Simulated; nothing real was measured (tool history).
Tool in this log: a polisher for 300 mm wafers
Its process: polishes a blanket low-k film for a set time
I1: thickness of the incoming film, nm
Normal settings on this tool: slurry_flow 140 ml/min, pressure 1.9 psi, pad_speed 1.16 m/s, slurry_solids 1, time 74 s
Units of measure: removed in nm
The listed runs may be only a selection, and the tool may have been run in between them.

{"run": 1, "hour": 0.0, "slurry_flow": 140, "pressure": 1.9, "pad_speed": 1.16, "slurry_solids": 1, "time": 74, "I1": 743.4, "removed": 33.5}
{"run": 2, "hour": 66.8, "slurry_flow": 140, "pressure": 1.9, "pad_speed": 1.16, "slurry_solids": 1, "time": 74, "I1": 741.3, "removed": 32.5}
{"hour": 211.2, "done": "slurry blender recalibrated"}
{"hour": 212.3, "done": "head pressure recalibrated"}
{"run": 3, "hour": 261.1, "slurry_flow": 140, "pressure": 2.4, "pad_speed": 1.16, "slurry_solids": 1, "time": 74, "I1": 751, "removed": 36.6}
{"hour": 270.4, "done": "worn pad replaced by a new one"}
{"run": 4, "hour": 319.4, "slurry_flow": 140, "pressure": 2.4, "pad_speed": 1.16, "slurry_solids": 1, "time": 74, "I1": 767.7, "removed": 35.9}
{"run": 5, "hour": 359.6, "slurry_flow": 140, "pressure": 2.4, "pad_speed": 1.16, "slurry_solids": 1, "time": 74, "I1": 746, "removed": 36.8}
{"run": 6, "hour": 411.0, "slurry_flow": 140, "pressure": 1.9, "pad_speed": 1.16, "slurry_solids": 1, "time": 60, "I1": 738.8, "removed": 24.9}
{"hour": 457.0, "done": "conditioning disc replaced and pad reconditioned"}
{"run": 7, "hour": 479.2, "slurry_flow": 140, "pressure": 1.9, "pad_speed": 1.16, "slurry_solids": 1, "time": 60, "I1": 746.6, "removed": 25}
{"hour": 519.6, "done": "slurry blender recalibrated"}
{"run": 8, "hour": 531.6, "slurry_flow": 140, "pressure": 1.9, "pad_speed": 1.16, "slurry_solids": 1, "time": 60, "I1": 751.2, "removed": 24.6}
{"hour": 589.6, "done": "worn pad replaced by a new one"}
{"run": 9, "hour": 592.0, "slurry_flow": 140, "pressure": 1.9, "pad_speed": 1.16, "slurry_solids": 1, "time": 74, "I1": 746.4, "removed": 30}
{"run": 10, "hour": 623.6, "slurry_flow": 110, "pressure": 1.7, "pad_speed": 0.86, "slurry_solids": 0.85, "time": 74, "I1": 756.2, "removed": 19.6}
{"run": 11, "hour": 676.2, "slurry_flow": 140, "pressure": 1.9, "pad_speed": 1.16, "slurry_solids": 1, "time": 74, "I1": 754, "removed": 30.3}
{"hour": 699.6, "done": "head pressure recalibrated"}
{"hour": 724.0, "done": "slurry nozzle cleaned"}
{"run": 12, "hour": 740.6, "slurry_flow": 105, "pressure": 1.9, "pad_speed": 1.16, "slurry_solids": 1, "time": 74, "I1": 755.7, "removed": 30.7}

What will run 13 give?
{"run": 13, "hour": 767.6, "slurry_flow": 140, "pressure": 1.9, "pad_speed": 1.54, "slurry_solids": 1, "time": 74, "I1": 753.7, "removed": "?"}

{"run 13": {"removed": 39.7}}
Without the tool's hidden state the same run would have given removed 39.5 nm.

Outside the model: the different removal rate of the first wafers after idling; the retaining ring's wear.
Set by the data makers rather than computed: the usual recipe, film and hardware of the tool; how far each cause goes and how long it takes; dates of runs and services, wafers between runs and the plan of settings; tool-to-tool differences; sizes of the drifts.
